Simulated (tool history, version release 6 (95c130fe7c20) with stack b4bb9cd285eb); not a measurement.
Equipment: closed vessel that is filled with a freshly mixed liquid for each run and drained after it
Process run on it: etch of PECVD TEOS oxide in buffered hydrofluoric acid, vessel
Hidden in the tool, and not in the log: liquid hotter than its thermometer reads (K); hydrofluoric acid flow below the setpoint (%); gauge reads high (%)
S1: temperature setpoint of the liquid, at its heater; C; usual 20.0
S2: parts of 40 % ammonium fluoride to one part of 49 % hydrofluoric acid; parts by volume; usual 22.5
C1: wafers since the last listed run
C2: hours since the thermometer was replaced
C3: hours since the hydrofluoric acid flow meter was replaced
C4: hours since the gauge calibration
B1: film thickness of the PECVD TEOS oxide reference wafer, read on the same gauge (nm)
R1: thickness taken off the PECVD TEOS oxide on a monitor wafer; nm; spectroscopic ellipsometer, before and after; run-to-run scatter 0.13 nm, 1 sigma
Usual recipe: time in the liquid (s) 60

run 1 hour=0.0 | S1=20.0 S2=22.5 time_in_the_liquid_(s)=60 | C1=0 C2=1358.3 C3=687.3 C4=222.2 | B1=40.00 | R1=29.74
run 2 hour=74.7 | S1=20.0 S2=22.5 time_in_the_liquid_(s)=60 | C1=6029 C2=1433.0 C3=762.0 C4=296.9 | B1=39.99 | R1=29.39
run 3 hour=152.3 | S1=20.0 S2=22.5 time_in_the_liquid_(s)=60 | C1=6264 C2=1510.6 C3=839.6 C4=374.5 | B1=39.98 | R1=29.43
run 4 hour=242.9 | S1=23.0 S2=20.5 time_in_the_liquid_(s)=60 | C1=7313 C2=1601.2 C3=930.2 C4=465.1 | B1=40.01 | R1=36.59
run 5 hour=342.8 | S1=23.0 S2=20.5 time_in_the_liquid_(s)=60 | C1=8064 C2=1701.1 C3=1030.1 C4=565.0 | B1=40.00 | R1=36.91
-- hour=384.8 hydrofluoric acid flow meter replaced
run 6 hour=421.6 | S1=23.0 S2=20.5 time_in_the_liquid_(s)=60 | C1=6280 C2=1779.9 C3=36.8 C4=643.8 | B1=40.03 | R1=38.66
run 7 hour=502.8 | S1=20.0 S2=22.5 time_in_the_liquid_(s)=60 | C1=6554 C2=1861.1 C3=118.0 C4=725.0 | B1=39.98 | R1=30.43
run 8 hour=556.8 | S1=20.0 S2=22.5 time_in_the_liquid_(s)=60 | C1=4359 C2=1915.1 C3=172.0 C4=779.0 | B1=40.03 | R1=30.54
run 9 hour=616.7 | S1=17.0 S2=22.5 time_in_the_liquid_(s)=60 | C1=4835 C2=1975.0 C3=231.9 C4=838.9 | B1=39.97 | R1=25.81
run 10 hour=673.1 | S1=20.0 S2=22.5 time_in_the_liquid_(s)=60 | C1=4552 C2=2031.4 C3=288.3 C4=895.3 | B1=39.97 | R1=30.63
run 11 hour=752.5 | S1=20.0 S2=22.5 time_in_the_liquid_(s)=60 | C1=6409 C2=2110.8 C3=367.7 C4=974.7 | B1=39.99 | R1=30.38
run 12 hour=807.4 | S1=20.0 S2=22.5 time_in_the_liquid_(s)=60 | C1=4431 C2=2165.7 C3=422.6 C4=1029.6 | B1=40.01 | R1=30.35
run 13 hour=849.3 | S1=18.5 S2=22.5 time_in_the_liquid_(s)=85 | C1=3382 C2=2207.6 C3=464.5 C4=1071.5 | B1=39.99 | R1=39.86
run 14 hour=923.0 | S1=20.0 S2=22.5 time_in_the_liquid_(s)=40 | C1=5949 C2=2281.3 C3=538.2 C4=1145.2 | B1=39.99 | R1=20.21
run 15 hour=1010.1 | S1=20.0 S2=22.5 time_in_the_liquid_(s)=60 | C1=7030 C2=2368.4 C3=625.3 C4=1232.3 | B1=39.99 | R1=30.28
run 16 hour=1154.1 | S1=20.0 S2=22.5 time_in_the_liquid_(s)=60 | C1=11624 C2=2512.4 C3=769.3 C4=1376.3 | B1=39.98 | R1=30.16
run 17 hour=1203.6 | S1=20.0 S2=17.0 time_in_the_liquid_(s)=75 | C1=3995 C2=2561.9 C3=818.8 C4=1425.8 | B1=39.98 | R1=46.57
run 18 hour=1297.9 | S1=17.5 S2=14.0 time_in_the_liquid_(s)=60 | C1=7612 C2=2656.2 C3=913.1 C4=1520.1 | B1=39.99 | R1=39.03
-- hour=1308.1 gauge calibrated
-- hour=1337.9 thermometer replaced
run 19 hour=1351.6 | S1=20.0 S2=18.5 time_in_the_liquid_(s)=60 | C1=4254 C2=13.7 C3=966.8 C4=43.5 | B1=40.05 | R1=32.46
-- hour=1362.6 hydrofluoric acid flow meter replaced
run 20 hour=1388.1 | S1=20.0 S2=22.5 time_in_the_liquid_(s)=60 | C1=2865 C2=50.2 C3=25.5 C4=80.0 | B1=40.04 | R1=29.89

Run 21, settings as shown, results not yet in. Your forecast:
run 21 hour=1454.7 | S1=20.0 S2=22.5 time_in_the_liquid_(s)=85 | C1=5376 C2=116.8 C3=92.1 C4=146.6 | B1=? | R1=?

{"run 21": {"B1": 40.04, "R1": 42.34}}
On a tool with no hidden condition, and with the same random variation, this run would have come out at R1 41.68 nm.

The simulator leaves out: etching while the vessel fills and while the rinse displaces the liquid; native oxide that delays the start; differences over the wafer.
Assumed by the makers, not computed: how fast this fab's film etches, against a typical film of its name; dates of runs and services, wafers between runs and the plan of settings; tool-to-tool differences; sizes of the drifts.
